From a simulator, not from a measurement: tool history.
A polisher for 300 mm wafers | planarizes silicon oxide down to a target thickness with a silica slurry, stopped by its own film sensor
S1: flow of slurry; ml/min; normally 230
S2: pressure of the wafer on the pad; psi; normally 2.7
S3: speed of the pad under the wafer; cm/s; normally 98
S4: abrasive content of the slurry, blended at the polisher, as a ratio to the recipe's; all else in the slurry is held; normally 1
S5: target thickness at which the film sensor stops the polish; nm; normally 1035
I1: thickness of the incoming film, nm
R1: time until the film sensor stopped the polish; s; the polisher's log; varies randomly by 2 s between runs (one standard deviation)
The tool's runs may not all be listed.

Run 1, day 0: usual settings but S1 170 ml/min; I1 1264.3. Result: R1 108.9 s.
Run 2, day 2.562: usual settings but S1 170 ml/min; I1 1263.4. Result: R1 106.6 s.
Run 3, day 4.25: usual settings but S1 170 ml/min; I1 1269.2. Result: R1 109.9 s.
Run 4, day 6.288: usual settings; I1 1288. Result: R1 111.1 s.
Run 5, day 7.992: usual settings; I1 1263.1. Result: R1 104.7 s.
Run 6, day 11.925: usual settings but S5 1056 nm; I1 1258.2. Result: R1 92 s.
Run 7, day 14.333: usual settings but S5 1056 nm; I1 1263.1. Result: R1 96 s.
Run 8, day 17.983: usual settings but S5 1056 nm; I1 1281.4. Result: R1 104.6 s.
Run 9, day 19.812: usual settings; I1 1274.7. Result: R1 106.9 s.
Run 10, day 22.962: usual settings; I1 1275.7. Result: R1 106.7 s.
Run 11, day 24.821: usual settings but S5 1009 nm; I1 1271.9. Result: R1 124.1 s.
Run 12, day 26.833: usual settings; I1 1288.8. Result: R1 118.2 s.
Run 13, day 37.267: usual settings; I1 1288.6. Result: R1 127 s.
Run 14, day 40.021: usual settings but S2 1.8 psi, S5 985 nm; I1 1280. Result: R1 220.5 s.
Run 15, day 42.658: usual settings but S4 1.15; I1 1282.2. Result: R1 118.2 s.
Run 16, day 46.388: usual settings but S2 2 psi, S4 1.3; I1 1267.3. Result: R1 123.9 s.
Run 17, day 49.867: usual settings but S3 122 cm/s, S5 1003 nm; I1 1267.2. Result: R1 98.8 s.
Run 18, day 51.6: usual settings but S2 3.6 psi, S3 76 cm/s, S5 1013 nm; I1 1260.7. Result: R1 105 s.
Run 19, day 55.133: usual settings; I1 1275.4. Result: R1 107.6 s.
Run 20, day 58.246: usual settings but S1 160 ml/min, S3 74 cm/s, S5 956 nm; I1 1279.1. Result: R1 194.3 s.

Missing from the log above: 20 entries noted between runs. For each, name the pair of listed runs it sits between and say how the tool's hidden condition differs from the listed run just before to the listed run just after:
Run 1 -> run 2: slurry blender recalibrated (day 2.042)
  deviation of the head's pressure from its setpoint, %: 0.394 -> -0.153
  measured less the result without the state, R1: -0.4 -> +0.1 s
Run 4 -> run 5: worn pad replaced by a new one (day 7.35)
  deviation of the head's pressure from its setpoint, %: -0.949 -> -1.31
  measured less the result without the state, R1: +0.9 -> +1.3 s
Run 5 -> run 6: conditioning disc replaced and pad reconditioned (day 9.158); slurry nozzle cleaned (day 10.771)
  deviation of the head's pressure from its setpoint, %: -1.31 -> -2.15
  measured less the result without the state, R1: +1.3 -> +1.8 s
Run 7 -> run 8: slurry blender recalibrated (day 14.692)
  deviation of the head's pressure from its setpoint, %: -2.67 -> -3.45
  measured less the result without the state, R1: +2.3 -> +3.2 s
Run 9 -> run 10: worn pad replaced by a new one (day 20.117)
  deviation of the head's pressure from its setpoint, %: -3.84 -> -4.51
  measured less the result without the state, R1: +3.7 -> +4.3 s
Run 11 -> run 12: conditioning disc replaced and pad reconditioned (day 24.95); slurry blender recalibrated (day 26.621); slurry nozzle cleaned (day 26.675)
  deviation of the head's pressure from its setpoint, %: -4.91 -> -5.34
  measured less the result without the state, R1: +5.5 -> +5.7 s
Run 12 -> run 13: worn pad replaced by a new one (day 30.938); head pressure recalibrated (day 36.579)
  deviation of the head's pressure from its setpoint, %: -5.34 -> -14
  measured less the result without the state, R1: +5.7 -> +16 s
Run 14 -> run 15: slurry nozzle cleaned (day 40.367); slurry blender recalibrated (day 40.596); worn pad replaced by a new one (day 41.046); conditioning disc replaced and pad reconditioned (day 41.696)
  deviation of the head's pressure from its setpoint, %: -14.6 -> -15.2
  measured less the result without the state, R1: +29 -> +16.1 s
Run 15 -> run 16: head pressure recalibrated, repeated, since the last time left the tool worse (day 44.983)
  deviation of the head's pressure from its setpoint, %: -15.2 -> 0.0795
  measured less the result without the state, R1: +16.1 -> -0.1 s
Run 17 -> run 18: worn pad replaced by a new one (day 51.567)
  deviation of the head's pressure from its setpoint, %: -0.663 -> -1.03
  measured less the result without the state, R1: +0.6 -> +1 s
Run 18 -> run 19: slurry nozzle cleaned (day 53.558); slurry blender recalibrated (day 54.129)
  deviation of the head's pressure from its setpoint, %: -1.03 -> -1.79
  measured less the result without the state, R1: +1 -> +1.8 s
Run 19 -> run 20: conditioning disc replaced and pad reconditioned (day 55.871)
  deviation of the head's pressure from its setpoint, %: -1.79 -> -2.45
  measured less the result without the state, R1: +1.8 -> +4.3 s
